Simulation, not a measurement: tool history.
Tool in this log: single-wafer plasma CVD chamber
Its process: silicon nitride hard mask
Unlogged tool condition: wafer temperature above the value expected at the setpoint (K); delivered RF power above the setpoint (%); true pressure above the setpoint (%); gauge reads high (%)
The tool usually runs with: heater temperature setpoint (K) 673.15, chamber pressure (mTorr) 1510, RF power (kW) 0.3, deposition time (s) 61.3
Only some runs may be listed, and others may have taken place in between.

run    hour  heater temperature setpoint (K)  chamber pressure (mTorr)  RF power (kW)  deposition time (s)  wafers since the last listed run  hours since the last thermocouple change  hours since the last RF generator calibration  hours since the last manometer calibration  hours since the showerhead was replaced  hours since the gauge calibration  read-back reference wafer on the same gauge, thickness_nm  mean film thickness on the monitor wafer (nm)
  1       0                           673.15                      1510            0.3                 61.3                                 0                                     995.6                                         1051.3                                        1075                                   2227.1                              155.3                                                     81.762                                         71.594
       15.4  -- RF generator calibrated
  2    67.3                           673.15                      1510            0.3                 61.3                               746                                    1062.9                                           51.9                                      1142.3                                   2294.4                              222.6                                                     81.794                                         72.482
  3   112.1                           673.15                      1510            0.3                 61.3                               563                                    1107.7                                           96.7                                      1187.1                                   2339.2                              267.4                                                     81.776                                         72.904
  4   161.8                           673.15                      1510            0.3                 61.3                               625                                    1157.4                                          146.4                                      1236.8                                   2388.9                              317.1                                                     81.793                                         72.829
  5   263.4                           673.15                      1510          0.335                 58.5                              1278                                      1259                                            248                                      1338.4                                   2490.5                              418.7                                                     81.793                                         72.382
  6   316.7                           673.15                      1510          0.335                 58.5                               670                                    1312.3                                          301.3                                      1391.7                                   2543.8                                472                                                     81.791                                         72.422
  7   382.5                           673.15                      1510            0.3                 61.3                               827                                    1378.1                                          367.1                                      1457.5                                   2609.6                              537.8                                                     81.816                                         72.456
  8   483.5                           673.15                      1280            0.3                 52.7                              1270                                    1479.1                                          468.1                                      1558.5                                   2710.6                              638.8                                                     81.777                                         59.159
  9   564.4                           673.15                      1280            0.3                 52.7                              1017                                      1560                                            549                                      1639.4                                   2791.5                              719.7                                                     81.795                                         59.204
 10   634.3                           673.15                      1510            0.3                 61.3                               879                                    1629.9                                          618.9                                      1709.3                                   2861.4                              789.6                                                     81.803                                         72.268
 11   737.8                           673.15                      1510            0.3                 61.3                              1302                                    1733.4                                          722.4                                      1812.8                                   2964.9                              893.1                                                     81.821                                         72.341
 12     826                           673.15                      1510            0.3                 61.3                              1109                                    1821.6                                          810.6                                        1901                                   3053.1                              981.3                                                     81.831                                         72.089
 13   884.5                           673.15                      1510            0.3                 61.3                               735                                    1880.1                                          869.1                                      1959.5                                   3111.6                             1039.8                                                     81.827                                         72.075
 14   982.9                           659.15                      1510          0.255                 61.3                              1237                                    1978.5                                          967.5                                      2057.9                                     3210                             1138.2                                                     81.836                                         67.852
     1020.9  -- capacitance manometer re-zeroed and calibrated
 15  1081.2                           673.15                      1510            0.3                 61.3                              1135                                    2076.8                                         1065.8                                        60.3                                   3308.3                             1236.5                                                      81.79                                         71.382
 16  1154.6                           673.15                      1510            0.3                 61.3                               923                                    2150.2                                         1139.2                                       133.7                                   3381.7                             1309.9                                                     81.821                                         71.492
     1286.1  -- thermocouple changed; heater temperature recalibrated
     1325.3  -- gauge calibrated
     1326.2  -- RF generator calibrated
 17  1423.7                           673.15                      1510          0.255                 57.5                              3184                                     137.6                                           97.5                                       402.8                                   3650.8                               98.4                                                     81.775                                         61.228
     1516.1  -- showerhead replaced
 18  1516.6                           679.15                      1390            0.3                 61.3                              1068                                     230.5                                          190.4                                       495.7                                      0.5                              191.3                                                     81.819                                         67.887
 19  1582.8                           673.15                      1510            0.3                 61.3                               832                                     296.7                                          256.6                                       561.9                                     66.7                              257.5                                                      81.81                                         69.706
 20  1656.3                           673.15                      1510            0.3                 61.3                               924                                     370.2                                          330.1                                       635.4                                    140.2                                331                                                     81.794                                         70.132
 21  1756.1                           678.15                      1510            0.3                 61.3                              1255                                       470                                          429.9                                       735.2                                      240                              430.8                                                     81.759                                         69.492
     1776.5  -- RF generator calibrated, repeated, since the last time left the tool worse
 22  1801.8                           685.15                      1320          0.315                 55.3                               474                                     515.7                                           25.3                                       780.9                                    285.7                              476.5                                                     81.788                                         63.958
 23  1884.1                           673.15                      1510          0.275                 61.3                              1035                                       598                                          107.6                                       863.2                                      368                              558.8                                                     81.802                                         70.377
 24  1987.7                           661.15                      1510          0.255                 61.3                              1303                                     701.6                                          211.2                                       966.8                                    471.6                              662.4                                                     81.829                                          68.49
 25  2045.6                           673.15                      1510          0.285                 71.7                               728                                     759.5                                          269.1                                      1024.7                                    529.5                              720.3                                                     81.779                                         83.299

The same runs without the tool's hidden state, with the same run-to-run variation:
run  mean film thickness on the monitor wafer (nm)
  1                                         72.829
  2                                         72.565
  3                                         72.993
  4                                         72.931
  5                                         72.518
  6                                         72.586
  7                                         72.668
  8                                         59.399
  9                                         59.511
 10                                         72.723
 11                                         72.933
 12                                         72.813
 13                                         72.896
 14                                         68.831
 15                                         72.573
 16                                         72.847
 17                                          63.87
 18                                          70.73
 19                                         72.656
 20                                         73.146
 21                                         72.556
 22                                         64.118
 23                                         70.569
 24                                         68.714
 25                                         83.596
